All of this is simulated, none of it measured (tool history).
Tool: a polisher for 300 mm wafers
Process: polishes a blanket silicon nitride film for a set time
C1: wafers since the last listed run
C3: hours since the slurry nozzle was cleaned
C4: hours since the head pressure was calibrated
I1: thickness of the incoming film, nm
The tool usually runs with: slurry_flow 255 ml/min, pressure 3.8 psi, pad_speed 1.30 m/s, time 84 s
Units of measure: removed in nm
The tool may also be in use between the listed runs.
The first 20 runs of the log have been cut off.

run 21 hour=1404.8 | slurry_flow=255 pressure=3.8 pad_speed=1.30 time=92 | C1=591 wafers_polished_on_this_pad=1458 C3=97.6 C4=239.2 | I1=850.5 | removed=193.4
run 22 hour=1455.0 | slurry_flow=255 pressure=3.8 pad_speed=1.52 time=69 | C1=406 wafers_polished_on_this_pad=1865 C3=147.8 C4=289.4 | I1=848.2 | removed=166.0
run 23 hour=1496.5 | slurry_flow=290 pressure=4.8 pad_speed=0.86 time=84 | C1=336 wafers_polished_on_this_pad=2201 C3=189.3 C4=330.9 | I1=846.9 | removed=162.5
run 24 hour=1582.6 | slurry_flow=215 pressure=3.8 pad_speed=1.06 time=84 | C1=697 wafers_polished_on_this_pad=2898 C3=275.4 C4=417.0 | I1=835.8 | removed=148.7
run 25 hour=1634.4 | slurry_flow=220 pressure=3.8 pad_speed=1.30 time=84 | C1=419 wafers_polished_on_this_pad=3318 C3=327.2 C4=468.8 | I1=830.3 | removed=174.4
-- hour=1695.0 head pressure recalibrated
-- hour=1740.5 worn pad replaced by a new one
-- hour=1818.7 slurry nozzle cleaned
run 26 hour=1894.8 | slurry_flow=255 pressure=3.8 pad_speed=1.30 time=84 | C1=2052 wafers_polished_on_this_pad=1242 C3=76.1 C4=199.8 | I1=849.7 | removed=175.7
run 27 hour=1978.9 | slurry_flow=255 pressure=5.1 pad_speed=1.30 time=98 | C1=681 wafers_polished_on_this_pad=1923 C3=160.2 C4=283.9 | I1=844.8 | removed=276.7
run 28 hour=2069.1 | slurry_flow=215 pressure=3.8 pad_speed=1.30 time=84 | C1=730 wafers_polished_on_this_pad=2654 C3=250.4 C4=374.1 | I1=851.1 | removed=178.0
run 29 hour=2168.3 | slurry_flow=295 pressure=5.0 pad_speed=0.98 time=84 | C1=803 wafers_polished_on_this_pad=3457 C3=349.6 C4=473.3 | I1=856.4 | removed=191.6
-- hour=2201.2 head pressure recalibrated
run 30 hour=2204.7 | slurry_flow=175 pressure=3.8 pad_speed=1.30 time=84 | C1=278 wafers_polished_on_this_pad=3736 C3=386.0 C4=3.5 | I1=840.8 | removed=173.0
run 31 hour=2256.9 | slurry_flow=255 pressure=3.3 pad_speed=1.30 time=84 | C1=422 wafers_polished_on_this_pad=4159 C3=438.2 C4=55.7 | I1=853.3 | removed=156.8
-- hour=2292.6 worn pad replaced by a new one
run 32 hour=2333.2 | slurry_flow=335 pressure=4.7 pad_speed=1.54 time=76 | C1=585 wafers_polished_on_this_pad=328 C3=514.5 C4=132.0 | I1=858.0 | removed=238.3
-- hour=2349.8 slurry nozzle cleaned
run 33 hour=2412.4 | slurry_flow=225 pressure=5.1 pad_speed=0.98 time=84 | C1=633 wafers_polished_on_this_pad=962 C3=62.6 C4=211.2 | I1=845.4 | removed=189.1
run 34 hour=2475.1 | slurry_flow=255 pressure=3.8 pad_speed=1.30 time=60 | C1=507 wafers_polished_on_this_pad=1470 C3=125.3 C4=273.9 | I1=842.9 | removed=128.0
run 35 hour=2511.7 | slurry_flow=255 pressure=3.8 pad_speed=1.30 time=84 | C1=296 wafers_polished_on_this_pad=1766 C3=161.9 C4=310.5 | I1=860.7 | removed=180.6

3 options for the next run, each taken on its own from the tool as it stands now. Forecast them:
run A hour=2512.1 | slurry_flow=330 pressure=3.8 pad_speed=1.30 time=84 | C1=3 wafers_polished_on_this_pad=1769 C3=162.3 C4=310.9 | I1=845.5 | removed=?
run B hour=2512.1 | slurry_flow=330 pressure=4.4 pad_speed=1.64 time=108 | C1=3 wafers_polished_on_this_pad=1769 C3=162.3 C4=310.9 | I1=845.5 | removed=?
run C hour=2512.1 | slurry_flow=255 pressure=4.3 pad_speed=1.30 time=103 | C1=3 wafers_polished_on_this_pad=1769 C3=162.3 C4=310.9 | I1=845.5 | removed=?

run=A removed=185.0
run=B removed=331.8
run=C removed=250.7
Without the tool's unlogged condition, the same runs would have read:
run=A removed=185.0
run=B removed=331.8
run=C removed=250.7

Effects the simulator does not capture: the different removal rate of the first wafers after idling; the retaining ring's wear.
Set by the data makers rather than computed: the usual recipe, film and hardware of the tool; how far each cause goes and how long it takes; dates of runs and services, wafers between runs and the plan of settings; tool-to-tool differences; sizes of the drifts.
